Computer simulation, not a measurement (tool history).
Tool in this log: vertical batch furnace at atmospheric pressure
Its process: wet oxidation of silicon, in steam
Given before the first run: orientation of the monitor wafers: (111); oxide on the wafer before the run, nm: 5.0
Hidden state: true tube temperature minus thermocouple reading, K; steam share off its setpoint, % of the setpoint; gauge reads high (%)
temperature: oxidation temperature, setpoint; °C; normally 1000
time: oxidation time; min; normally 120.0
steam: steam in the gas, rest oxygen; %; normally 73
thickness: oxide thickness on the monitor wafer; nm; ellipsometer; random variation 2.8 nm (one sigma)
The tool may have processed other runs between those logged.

| run | day | temperature | time | steam | wafers since the last listed run | hours since the last temperature calibration | hours since the steam generator was serviced | hours since the gauge calibration | read-back reference wafer on the same gauge, thickness | thickness |
|---|---|---|---|---|---|---|---|---|---|---|
| 1 | 0.000 | 1000 | 120.0 | 73 | 0 | 2026.6 | 1652.6 | 151.3 | 710.09 | 635.20 |
| 2 | 0.688 | 1000 | 120.0 | 73 | 139 | 2043.1 | 1669.1 | 167.8 | 711.66 | 629.44 |
| 3 | 1.933 | 1000 | 120.0 | 73 | 252 | 2073.0 | 1699.0 | 197.7 | 709.74 | 633.57 |
| 4 | 2.658 | 1000 | 120.0 | 73 | 147 | 2090.4 | 1716.4 | 215.1 | 708.75 | 633.17 |
| 5 | 5.179 | 1000 | 120.0 | 73 | 511 | 2150.9 | 1776.9 | 275.6 | 710.54 | 631.64 |
| 6 | 7.642 | 1000 | 120.0 | 75 | 499 | 2210.0 | 1836.0 | 334.7 | 709.99 | 641.15 |
| 7 | 10.029 | 1000 | 120.0 | 75 | 484 | 2267.3 | 1893.3 | 392.0 | 710.73 | 638.21 |
| 8 | 11.192 | 981 | 120.0 | 73 | 235 | 2295.2 | 1921.2 | 419.9 | 708.93 | 566.53 |
| 9 | 12.225 | 981 | 120.0 | 73 | 209 | 2320.0 | 1946.0 | 444.7 | 710.24 | 567.02 |
| 10 | 13.100 | 1000 | 120.0 | 73 | 177 | 2341.0 | 1967.0 | 465.7 | 709.77 | 629.03 |
| 11 | 14.342 | 1000 | 120.0 | 73 | 251 | 2370.8 | 1996.8 | 495.5 | 711.36 | 631.02 |
| 12 | 15.017 | 1000 | 120.0 | 73 | 136 | 2387.0 | 2013.0 | 511.7 | 710.56 | 628.32 |
| 13 | 16.138 | 1000 | 120.0 | 73 | 227 | 2413.9 | 2039.9 | 538.6 | 710.29 | 619.50 |
| 14 | 18.717 | 1000 | 120.0 | 73 | 523 | 2475.8 | 2101.8 | 600.5 | 708.09 | 625.86 |
| 15 | 19.350 | 1000 | 120.0 | 73 | 128 | 2491.0 | 2117.0 | 615.7 | 709.20 | 627.46 |
| 16 | 20.196 | 1000 | 120.0 | 73 | 171 | 2511.3 | 2137.3 | 636.0 | 709.48 | 623.78 |
| 17 | 23.883 | 1000 | 120.0 | 73 | 748 | 2599.8 | 2225.8 | 724.5 | 710.47 | 620.71 |
| 18 | 24.667 | 1000 | 120.0 | 73 | 158 | 2618.6 | 2244.6 | 743.3 | 708.83 | 617.01 |
| 19 | 25.283 | 1000 | 120.0 | 73 | 125 | 2633.4 | 2259.4 | 758.1 | 710.19 | 618.62 |
| 20 | 26.108 | 1000 | 120.0 | 73 | 167 | 2653.2 | 2279.2 | 777.9 | 710.06 | 622.48 |
|  | 27.462 | thermocouples replaced and temperature profile calibrated |
| 21 | 27.483 | 987 | 162.0 | 73 | 76 | 0.5 | 2312.2 | 810.9 | 710.89 | 692.07 |
|  | 28.717 | steam generator serviced |
| 22 | 28.738 | 987 | 67.0 | 82 | 51 | 30.6 | 0.5 | 841.0 | 710.65 | 456.11 |
| 23 | 29.292 | 1000 | 88.5 | 73 | 112 | 43.9 | 13.8 | 854.3 | 709.65 | 544.53 |
|  | 32.383 | gauge calibrated |
| 24 | 33.050 | 1000 | 120.0 | 68 | 762 | 134.1 | 104.0 | 16.0 | 709.87 | 623.41 |
| 25 | 33.917 | 1022 | 120.0 | 64 | 175 | 154.9 | 124.8 | 36.8 | 709.61 | 673.73 |
| 26 | 35.392 | 980 | 171.0 | 73 | 299 | 190.3 | 160.2 | 72.2 | 710.20 | 733.63 |
| 27 | 36.325 | 1000 | 120.0 | 73 | 189 | 212.7 | 182.6 | 94.6 | 708.91 | 648.37 |
| 28 | 37.554 | 1019 | 145.5 | 73 | 249 | 242.2 | 212.1 | 124.1 | 710.84 | 798.51 |
| 29 | 38.650 | 977 | 137.5 | 66 | 222 | 268.5 | 238.4 | 150.4 | 710.36 | 586.29 |
| 30 | 39.642 | 1000 | 120.0 | 77 | 201 | 292.3 | 262.2 | 174.2 | 710.15 | 673.14 |
| 31 | 40.858 | 980 | 120.0 | 73 | 246 | 321.5 | 291.4 | 203.4 | 710.36 | 583.85 |
| 32 | 41.983 | 1011 | 120.0 | 85 | 228 | 348.5 | 318.4 | 230.4 | 709.26 | 749.48 |

Describe how what the log doesn't record of the tool's condition differs between the last listed run preceding each entry between runs and the first listed run following it.
Between runs 20 and 21: thermocouples replaced and temperature profile calibrated (day 27.462)
  steam share off its setpoint, % of the setpoint: -9.17 -> -9.39
  measured value less the no-hidden-state value, thickness: -36.61 -> -41.82 nm
Between runs 21 and 22: steam generator serviced (day 28.717)
  steam share off its setpoint, % of the setpoint: -9.39 -> -1.15
  measured value less the no-hidden-state value, thickness: -41.82 -> -3.37 nm
Between runs 23 and 24: gauge calibrated (day 32.383)
  steam share off its setpoint, % of the setpoint: -1.15 -> -1.17
  measured value less the no-hidden-state value, thickness: -3.85 -> -4.39 nm
